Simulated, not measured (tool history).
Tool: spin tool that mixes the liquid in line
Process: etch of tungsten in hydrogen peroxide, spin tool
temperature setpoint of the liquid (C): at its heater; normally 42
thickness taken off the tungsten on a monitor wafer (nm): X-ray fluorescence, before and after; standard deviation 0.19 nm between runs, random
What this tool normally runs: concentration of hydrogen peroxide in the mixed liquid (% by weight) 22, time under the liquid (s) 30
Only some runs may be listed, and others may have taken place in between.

run	day	temperature setpoint of the liquid (C)	concentration of hydrogen peroxide in the mixed liquid (% by weight)	time under the liquid (s)	wafers since the last listed run	hours since the thermometer was replaced	hours since the peroxide flow meter was replaced	hours since the heated supply line was repaired	hours since the drum of peroxide was connected	hours since the gauge calibration	read-back film thickness of the tungsten reference wafer, read on the same gauge (nm)	thickness taken off the tungsten on a monitor wafer (nm)
1	0	46.5	22	30	0	1787.3	1693.5	2280	459.7	581.7	100.02	28.56
# day 0.329: gauge calibrated
2	1.333	35.5	22	30	422	1819.3	1725.5	2312	491.7	24.1	100.01	14.45
3	1.888	42	22	25	175	1832.6	1738.8	2325.3	505	37.4	99.99	18.64
4	2.717	42	22	25	262	1852.5	1758.7	2345.2	524.9	57.3	100	18.37
5	3.683	36	26	30	306	1875.7	1781.9	2368.4	548.1	80.5	99.98	16.43
6	4.3	36	26	30	195	1890.5	1796.7	2383.2	562.9	95.3	100	16.44
7	5.108	36	26	30	255	1909.9	1816.1	2402.6	582.3	114.7	100.04	16.28
8	6.042	42	24.5	30	295	1932.3	1838.5	2425	604.7	137.1	99.99	23.29
# day 6.662: peroxide flow meter replaced
9	9.121	42	22	30	961	2006.2	59	2498.9	678.6	211	99.99	22.23
# day 9.612: new drum of peroxide connected
10	10.175	42	22	30	320	2031.5	84.3	2524.2	13.5	236.3	100.03	22.64
11	10.929	42	22	30	238	2049.6	102.4	2542.3	31.6	254.4	100	22.49
# day 11.85: heated supply line repaired
12	12.4	42	22	30	452	2084.9	137.7	13.2	66.9	289.7	100.01	22.75
13	13.742	47	27.5	30	424	2117.1	169.9	45.4	99.1	321.9	99.98	34.73
# day 14.121: thermometer replaced
14	15.188	42	22	30	444	25.6	204.6	80.1	133.8	356.6	99.97	18.93
15	16.346	38.5	17	50	366	53.4	232.4	107.9	161.6	384.4	100	22.17
16	17.058	42	22	20	225	70.5	249.5	125	178.7	401.5	100.01	12.5
17	17.679	33	18.5	40	196	85.4	264.4	139.9	193.6	416.4	99.99	12.85
18	18.583	46	16	15	286	107.1	286.1	161.6	215.3	438.1	99.99	10.38
19	19.496	50.5	22	25	288	129	308	183.5	237.2	460	100.01	26.69
# day 20.325: gauge calibrated
20	21.971	36	26	30	783	188.4	367.4	242.9	296.6	39.5	100	13.97
21	23.071	37.5	27.5	20	348	214.8	393.8	269.3	323	65.9	100	10.71
22	24.458	36	26	30	439	248.1	427.1	302.6	356.3	99.2	99.99	14.45
23	25.067	32	25	45	192	262.7	441.7	317.2	370.9	113.8	100.03	16.02
24	25.708	48.5	22	30	203	278.1	457.1	332.6	386.3	129.2	100.04	29.42
25	26.675	42	27	45	306	301.3	480.3	355.8	409.5	152.4	100.01	32.31
26	27.704	47	18	15	325	326	505	380.5	434.2	177.1	100.01	11.98
27	28.317	42	22	30	193	340.7	519.7	395.2	448.9	191.8	100.04	19.33

What if the next run were any one of these 3? Each begins from the tool's condition after run 27:
A	28.333	42	22	45	5	341.1	520.1	395.6	449.3	192.2	?	?
B	28.333	47.5	22	15	5	341.1	520.1	395.6	449.3	192.2	?	?
C	28.333	42	22	40	5	341.1	520.1	395.6	449.3	192.2	?	?

run	read-back film thickness of the tungsten reference wafer, read on the same gauge (nm)	thickness taken off the tungsten on a monitor wafer (nm)
A	100.06	29.08
B	100.06	13.7
C	100.06	25.85
The same runs, with their run-to-run variation unchanged, on a tool lacking any hidden condition would have given:
run	thickness taken off the tungsten on a monitor wafer (nm)
A	28.12
B	13.27
C	25

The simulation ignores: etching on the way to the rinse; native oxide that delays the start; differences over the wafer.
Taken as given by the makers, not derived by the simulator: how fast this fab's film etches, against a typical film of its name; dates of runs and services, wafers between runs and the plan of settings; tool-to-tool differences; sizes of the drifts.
